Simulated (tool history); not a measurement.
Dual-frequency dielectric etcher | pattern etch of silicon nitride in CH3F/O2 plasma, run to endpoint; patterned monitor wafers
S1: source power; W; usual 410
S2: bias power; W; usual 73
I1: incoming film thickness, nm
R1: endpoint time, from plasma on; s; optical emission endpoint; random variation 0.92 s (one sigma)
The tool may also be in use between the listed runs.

run,hour,S1,S2,I1,R1
1,0.0,410,64,94.6,118.7
2,11.7,410,64,94.3,118.9
3,18.6,450,73,95.3,111.4
4,31.6,450,73,95.1,112.5
# hour 37.2: source power generator calibrated
5,47.4,450,73,94.8,112.0
6,61.1,410,73,96.0,117.0
# hour 91.2: wet clean of the chamber
7,91.7,410,73,94.8,112.9
8,92.1,410,73,95.5,115.9
9,100.5,480,73,94.3,109.2
10,106.9,480,73,94.6,110.2
11,123.8,480,73,95.3,111.8
12,135.8,470,73,95.6,110.9
13,145.2,380,67,94.8,121.0
14,155.1,460,56,96.4,124.9
15,169.1,440,61,94.3,119.9
16,182.2,480,65,94.6,113.1
17,190.2,410,59,94.7,124.6
18,197.4,410,73,94.0,113.3
19,210.5,380,62,94.7,125.1
# hour 234.5: upper electrode replaced
20,235.0,410,79,96.2,115.5
21,238.3,410,73,95.8,116.7
22,256.1,410,68,95.2,118.4
23,266.5,410,82,94.9,110.4
24,277.4,410,73,94.7,116.0
25,292.1,470,68,95.9,115.6
26,308.5,380,58,95.6,128.9
27,317.0,310,91,95.3,112.1
# hour 322.5: bias power generator calibrated
28,323.8,480,59,95.4,118.4
29,335.9,410,73,95.5,115.5
30,342.2,350,81,95.0,117.3
31,359.2,490,79,95.9,108.3
32,373.8,440,64,95.4,121.3
33,380.7,500,56,96.0,121.9
34,393.1,410,73,96.2,116.7
35,423.6,500,55,95.2,121.4
36,441.6,500,67,94.8,110.4

Forecast each of these 3 alternatives for the next run:
A,442.1,410,58,95.4,?
B,442.1,340,62,95.4,?
C,442.1,340,87,95.4,?

run,R1
A,124.8
B,127.4
C,112.6
Without the tool's hidden state the same runs would have given:
run,R1
A,124.8
B,127.4
C,112.6

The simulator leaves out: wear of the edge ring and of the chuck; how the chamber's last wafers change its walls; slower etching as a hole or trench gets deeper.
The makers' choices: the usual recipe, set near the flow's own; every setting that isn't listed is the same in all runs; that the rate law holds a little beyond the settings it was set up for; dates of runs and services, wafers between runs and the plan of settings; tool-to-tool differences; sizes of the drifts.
